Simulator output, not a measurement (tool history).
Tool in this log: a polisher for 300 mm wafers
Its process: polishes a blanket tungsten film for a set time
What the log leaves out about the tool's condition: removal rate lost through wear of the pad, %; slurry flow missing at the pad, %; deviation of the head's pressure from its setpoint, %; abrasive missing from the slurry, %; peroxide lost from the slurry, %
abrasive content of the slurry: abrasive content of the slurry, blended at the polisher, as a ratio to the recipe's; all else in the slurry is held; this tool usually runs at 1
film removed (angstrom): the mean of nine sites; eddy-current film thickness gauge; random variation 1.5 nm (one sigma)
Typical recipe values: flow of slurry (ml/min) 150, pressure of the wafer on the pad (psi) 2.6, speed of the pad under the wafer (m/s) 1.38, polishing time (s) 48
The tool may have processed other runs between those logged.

run	hour	flow of slurry (ml/min)	pressure of the wafer on the pad (psi)	speed of the pad under the wafer (m/s)	abrasive content of the slurry	polishing time (s)	wafers since the last listed run	wafers polished on this pad	hours since the slurry nozzle was cleaned	hours since the head pressure was calibrated	hours since the slurry blender was calibrated	hours since the slurry got fresh peroxide	incoming thickness of the incoming film, nm	film removed (angstrom)
1	0	150	2.6	1.38	1	48	0	306	433.1	729.1	124.3	16.4	1466.7	1913
2	39.7	150	2.6	1.38	1	48	317	623	472.8	768.8	164	56.1	1478.4	1944
3	92	150	2.6	1.38	1	48	418	1042	525.1	821.1	216.3	108.4	1457.2	1909
4	139.3	150	2.6	1.38	1	48	378	1420	572.4	868.4	263.6	155.7	1502.7	1910
5	199.3	150	2.6	1.38	1	48	480	1901	632.4	928.4	323.6	215.7	1507.6	1878
# hour 217.7: worn pad replaced by a new one
6	230	150	2.6	1.38	1	48	213	98	663.1	959.1	354.3	246.4	1478.2	1823
# hour 232: slurry tank refilled with fresh slurry and peroxide
# hour 254.2: slurry blender recalibrated
7	283.4	150	2.6	1.38	1	48	403	501	716.5	1012.5	29.2	51.4	1486.2	1925
# hour 303.4: slurry nozzle cleaned
8	348.3	150	2.6	1.38	1	48	511	1013	44.9	1077.4	94.1	116.3	1448.3	1909
9	400.7	150	2.6	1.38	1	48	419	1432	97.3	1129.8	146.5	168.7	1483.8	1901
10	426.7	150	2.6	1.38	1	39	208	1640	123.3	1155.8	172.5	194.7	1463.5	1537
11	460.6	150	2.6	1.38	0.85	48	271	1911	157.2	1189.7	206.4	228.6	1487	1805
12	487.7	150	2.6	1.38	0.85	48	216	2128	184.3	1216.8	233.5	255.7	1446.1	1766
# hour 498.3: worn pad replaced by a new one
# hour 511.1: slurry tank refilled with fresh slurry and peroxide
13	553.8	150	2.6	1.38	1	48	488	436	250.4	1282.9	299.6	42.7	1504.6	1890
# hour 585.7: head pressure recalibrated
14	617	150	2.6	1.38	1	48	489	926	313.6	31.3	362.8	105.9	1456.7	1892

What does the tool deliver on the next run?
# hour 646.7: slurry blender recalibrated
15	654.1	110	2.6	1.38	1	48	280	1207	350.7	68.4	7.4	143	1511.1	?

film removed (angstrom): 1756
On a tool with no hidden condition, and with the same random variation, this run would have come out at film removed (angstrom) 1783.
